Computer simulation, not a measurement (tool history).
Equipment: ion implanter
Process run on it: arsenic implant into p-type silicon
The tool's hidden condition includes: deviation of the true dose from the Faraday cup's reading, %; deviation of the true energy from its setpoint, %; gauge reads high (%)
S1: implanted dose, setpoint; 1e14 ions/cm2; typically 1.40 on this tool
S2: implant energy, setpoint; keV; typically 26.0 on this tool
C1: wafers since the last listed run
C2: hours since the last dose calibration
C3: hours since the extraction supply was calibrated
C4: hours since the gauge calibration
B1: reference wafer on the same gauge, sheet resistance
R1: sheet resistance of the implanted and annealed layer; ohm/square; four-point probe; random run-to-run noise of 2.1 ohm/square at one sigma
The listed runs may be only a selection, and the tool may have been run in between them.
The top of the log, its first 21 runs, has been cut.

run,hour,S1,S2,C1,C2,C3,C4,B1,R1
22,1491.5,1.65,31.5,1633,1794.3,843.7,147.0,472.41,449.74
23,1554.2,1.16,18.5,1032,1857.0,906.4,209.7,472.41,628.13
24,1640.8,1.57,31.0,1425,1943.6,993.0,296.3,471.70,466.26
# hour 1678.8: Faraday cup replaced and dose calibrated
25,1702.1,1.79,17.5,877,23.3,1054.3,357.6,472.35,470.77
26,1758.3,1.24,29.0,925,79.5,1110.5,413.8,472.07,563.66
27,1795.8,1.04,21.0,617,117.0,1148.0,451.3,472.17,682.06
28,1901.2,1.51,35.0,1735,222.4,1253.4,556.7,471.97,478.78
29,1944.2,1.23,19.5,707,265.4,1296.4,599.7,471.46,607.37
30,1995.4,1.71,29.5,843,316.6,1347.6,650.9,472.14,447.02
31,2068.9,1.61,31.0,1210,390.1,1421.1,724.4,472.24,467.97
# hour 2129.1: Faraday cup replaced and dose calibrated, repeated, since the last time left the tool worse
32,2141.2,1.75,23.5,1058,12.1,1493.4,796.7,472.32,435.66
33,2202.3,1.18,21.5,1006,73.2,1554.5,857.8,472.28,592.44
34,2301.4,1.40,26.0,1631,172.3,1653.6,956.9,471.82,505.10
35,2378.8,1.40,26.0,1274,249.7,1731.0,1034.3,472.15,508.16
36,2439.1,1.26,26.0,992,310.0,1791.3,1094.6,472.19,545.45
37,2503.4,1.40,26.0,1058,374.3,1855.6,1158.9,471.31,509.07
38,2592.6,0.99,29.0,1468,463.5,1944.8,1248.1,471.98,632.82

Alternative continuations, all from the tool just after run 38; predict every row:
A,2593.0,1.76,26.0,6,463.9,1945.2,1248.5,?,?
B,2593.0,1.65,32.5,6,463.9,1945.2,1248.5,?,?
C,2593.0,1.81,32.0,6,463.9,1945.2,1248.5,?,?

run,B1,R1
A,471.46,431.15
B,471.46,435.50
C,471.46,408.71
What these runs would have given with no unlogged condition in the tool:
run,R1
A,429.24
B,433.60
C,406.92

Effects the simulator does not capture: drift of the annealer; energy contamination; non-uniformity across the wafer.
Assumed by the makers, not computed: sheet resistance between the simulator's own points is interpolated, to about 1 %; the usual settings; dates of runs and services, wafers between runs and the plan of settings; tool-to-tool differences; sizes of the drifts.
